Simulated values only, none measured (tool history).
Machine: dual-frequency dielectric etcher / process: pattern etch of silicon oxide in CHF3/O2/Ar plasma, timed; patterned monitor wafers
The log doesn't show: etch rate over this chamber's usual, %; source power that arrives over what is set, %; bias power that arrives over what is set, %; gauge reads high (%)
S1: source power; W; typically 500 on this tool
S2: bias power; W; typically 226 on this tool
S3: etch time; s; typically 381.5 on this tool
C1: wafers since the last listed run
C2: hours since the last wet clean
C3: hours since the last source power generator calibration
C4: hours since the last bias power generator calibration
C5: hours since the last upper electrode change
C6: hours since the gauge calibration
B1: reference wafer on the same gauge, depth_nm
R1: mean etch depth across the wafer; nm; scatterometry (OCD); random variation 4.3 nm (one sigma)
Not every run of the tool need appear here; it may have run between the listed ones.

| run | hour | S1 | S2 | S3 | C1 | C2 | C3 | C4 | C5 | C6 | B1 | R1 |
|---|---|---|---|---|---|---|---|---|---|---|---|---|
| 1 | 0.0 | 500 | 226 | 381.5 | 0 | 278.5 | 3063.4 | 3706.9 | 2512.6 | 640.3 | 673.0 | 697.7 |
| 2 | 53.9 | 500 | 226 | 381.5 | 193 | 332.4 | 3117.3 | 3760.8 | 2566.5 | 694.2 | 673.0 | 695.6 |
| 3 | 110.5 | 500 | 226 | 381.5 | 203 | 389.0 | 3173.9 | 3817.4 | 2623.1 | 750.8 | 675.9 | 698.6 |
|  | 116.3 | gauge calibrated |
|  | 220.8 | wet clean of the chamber |
| 4 | 221.3 | 420 | 226 | 381.5 | 312 | 0.5 | 3284.7 | 3928.2 | 2733.9 | 105.0 | 673.6 | 657.7 |
| 5 | 363.3 | 420 | 226 | 381.5 | 510 | 142.5 | 3426.7 | 4070.2 | 2875.9 | 247.0 | 673.5 | 666.7 |
| 6 | 415.2 | 420 | 226 | 381.5 | 186 | 194.4 | 3478.6 | 4122.1 | 2927.8 | 298.9 | 671.9 | 665.2 |
| 7 | 497.9 | 500 | 226 | 381.5 | 297 | 277.1 | 3561.3 | 4204.8 | 3010.5 | 381.6 | 675.4 | 703.5 |
| 8 | 602.7 | 500 | 226 | 381.5 | 376 | 381.9 | 3666.1 | 4309.6 | 3115.3 | 486.4 | 671.7 | 705.2 |
|  | 659.3 | wet clean of the chamber |
|  | 691.3 | bias power generator calibrated |
| 9 | 694.7 | 500 | 226 | 381.5 | 230 | 35.4 | 3758.1 | 3.4 | 3207.3 | 578.4 | 673.1 | 699.5 |
|  | 759.1 | source power generator calibrated |
| 10 | 782.0 | 500 | 226 | 381.5 | 299 | 122.7 | 22.9 | 90.7 | 3294.6 | 665.7 | 670.9 | 694.0 |
| 11 | 889.1 | 470 | 188 | 288.5 | 385 | 229.8 | 130.0 | 197.8 | 3401.7 | 772.8 | 673.0 | 492.8 |
| 12 | 993.9 | 580 | 226 | 381.5 | 376 | 334.6 | 234.8 | 302.6 | 3506.5 | 877.6 | 672.8 | 732.4 |
|  | 1086.4 | gauge calibrated |
|  | 1093.4 | upper electrode replaced |
|  | 1120.3 | wet clean of the chamber |
| 13 | 1120.8 | 500 | 226 | 381.5 | 283 | 0.5 | 361.7 | 429.5 | 27.4 | 34.4 | 673.6 | 697.5 |
| 14 | 1157.8 | 500 | 278 | 381.5 | 133 | 37.5 | 398.7 | 466.5 | 64.4 | 71.4 | 675.4 | 742.9 |
| 15 | 1263.8 | 560 | 226 | 351.5 | 381 | 143.5 | 504.7 | 572.5 | 170.4 | 177.4 | 672.8 | 666.4 |
| 16 | 1365.9 | 500 | 226 | 482.0 | 367 | 245.6 | 606.8 | 674.6 | 272.5 | 279.5 | 672.7 | 881.9 |
| 17 | 1424.1 | 440 | 226 | 381.5 | 209 | 303.8 | 665.0 | 732.8 | 330.7 | 337.7 | 672.7 | 673.4 |
| 18 | 1530.0 | 440 | 247 | 492.0 | 380 | 409.7 | 770.9 | 838.7 | 436.6 | 443.6 | 674.4 | 891.3 |

List, for all runs, the conditions of the tool that the log does not record:
etch rate over this chamber's usual, %: 0 in every run
source power that arrives over what is set, %: 0 in every run
bias power that arrives over what is set, %: 0 in every run
gauge reads high (%): 0 in every run
